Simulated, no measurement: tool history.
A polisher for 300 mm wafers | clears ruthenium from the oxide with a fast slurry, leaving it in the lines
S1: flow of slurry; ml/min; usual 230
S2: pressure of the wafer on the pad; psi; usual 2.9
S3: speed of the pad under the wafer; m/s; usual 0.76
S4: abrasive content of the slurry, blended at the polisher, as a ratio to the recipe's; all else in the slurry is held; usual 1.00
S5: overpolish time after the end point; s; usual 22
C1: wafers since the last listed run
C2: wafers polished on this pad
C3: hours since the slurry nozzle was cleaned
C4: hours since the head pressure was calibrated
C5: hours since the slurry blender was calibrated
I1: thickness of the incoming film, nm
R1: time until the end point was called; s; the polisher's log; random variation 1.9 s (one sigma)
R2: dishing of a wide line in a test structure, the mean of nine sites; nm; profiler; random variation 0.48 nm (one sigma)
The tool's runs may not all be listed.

run	hour	S1	S2	S3	S4	S5	C1	C2	C3	C4	C5	I1	R1	R2
1	0.0	230	2.9	0.76	1.00	22	0	526	593.6	1209.7	21.2	295.8	101.3	39.5
2	10.4	230	2.9	0.76	1.00	22	63	590	604.0	1220.1	31.6	300.1	100.5	38.3
3	20.3	230	2.9	0.76	1.00	22	60	651	613.9	1230.0	41.5	303.4	104.3	37.6
4	31.6	230	2.9	0.76	1.00	22	69	720	625.2	1241.3	52.8	303.8	103.8	37.9
5	39.8	230	2.9	0.76	1.00	22	50	770	633.4	1249.5	61.0	297.2	108.2	37.1
6	46.0	230	2.9	0.76	1.00	22	37	808	639.6	1255.7	67.2	303.4	114.4	36.3
# hour 56.7: worn pad replaced by a new one
7	58.7	230	3.7	0.76	1.00	32	53	12	652.3	1268.4	79.9	298.7	92.5	50.4
8	66.6	230	2.9	0.76	1.00	27	48	60	660.2	1276.3	87.8	299.2	118.7	40.4
9	75.6	230	2.9	0.76	1.00	27	55	115	669.2	1285.3	96.8	298.1	120.9	40.5
# hour 81.6: slurry blender recalibrated
10	82.4	230	2.9	0.76	1.00	27	29	145	676.0	1292.1	0.8	300.0	101.7	43.8
11	98.5	230	2.9	0.76	1.00	22	98	243	692.1	1308.2	16.9	302.1	103.1	38.3
12	116.1	230	2.9	0.76	1.00	22	107	351	709.7	1325.8	34.5	303.3	102.8	38.7
13	130.3	270	2.9	0.76	1.00	22	87	438	723.9	1340.0	48.7	296.2	100.9	37.5
14	147.3	230	2.9	0.76	1.00	13	104	542	740.9	1357.0	65.7	297.0	111.7	25.7
# hour 180.8: slurry nozzle cleaned
15	191.2	200	2.9	0.76	1.00	22	262	805	10.4	1400.9	109.6	301.5	127.6	33.3
# hour 194.6: head pressure recalibrated
# hour 199.3: slurry blender recalibrated
16	199.8	230	3.4	0.50	0.80	30	28	833	19.0	5.2	0.5	299.1	136.9	40.5
17	208.1	230	2.9	0.76	1.00	22	50	884	27.3	13.5	8.8	297.4	96.0	39.2
# hour 218.0: worn pad replaced by a new one
18	218.5	275	3.5	0.76	1.25	22	39	2	37.7	23.9	19.2	304.5	75.3	48.0
19	230.7	230	2.9	0.64	1.30	22	74	77	49.9	36.1	31.4	294.6	101.3	37.6
20	238.4	190	3.4	0.76	1.20	35	47	124	57.6	43.8	39.1	294.6	81.1	55.1
21	254.7	230	2.9	0.76	0.85	22	99	224	73.9	60.1	55.4	303.5	123.7	34.3
22	269.9	230	2.9	0.76	1.00	30	93	317	89.1	75.3	70.6	301.9	112.4	44.1
23	279.8	230	2.9	0.76	1.00	22	60	378	99.0	85.2	80.5	303.7	113.3	35.7
24	294.7	190	3.4	0.76	1.20	35	91	469	113.9	100.1	95.4	303.9	94.6	52.7
25	302.5	230	2.9	0.76	1.00	22	47	517	121.7	107.9	103.2	300.0	119.0	35.1
26	317.1	155	2.9	0.76	1.00	22	89	606	136.3	122.5	117.8	301.4	135.9	32.9
# hour 323.1: slurry blender recalibrated
27	332.1	230	2.0	0.76	1.00	22	79	686	151.3	137.5	9.0	305.3	155.6	29.5
28	343.1	280	2.9	0.76	1.15	22	67	754	162.3	148.5	20.0	298.6	93.8	40.2
29	350.3	230	2.9	0.76	1.00	22	44	798	169.5	155.7	27.2	301.0	106.9	37.7

3 ways to go on from here, each from the tool as it stands after run 29. What would each give?
A	350.8	230	2.9	0.76	1.00	19	3	801	170.0	156.2	27.7	304.0	?	?
B	350.8	185	2.6	0.98	1.00	22	3	801	170.0	156.2	27.7	304.0	?	?
C	350.8	230	2.9	0.50	1.00	29	3	801	170.0	156.2	27.7	304.0	?	?

run	R1	R2
A	108.0	33.8
B	99.6	39.2
C	150.1	36.0
Without the tool's hidden state the same runs would have given:
run	R1	R2
A	98.6	35.9
B	90.9	41.4
C	137.1	38.2

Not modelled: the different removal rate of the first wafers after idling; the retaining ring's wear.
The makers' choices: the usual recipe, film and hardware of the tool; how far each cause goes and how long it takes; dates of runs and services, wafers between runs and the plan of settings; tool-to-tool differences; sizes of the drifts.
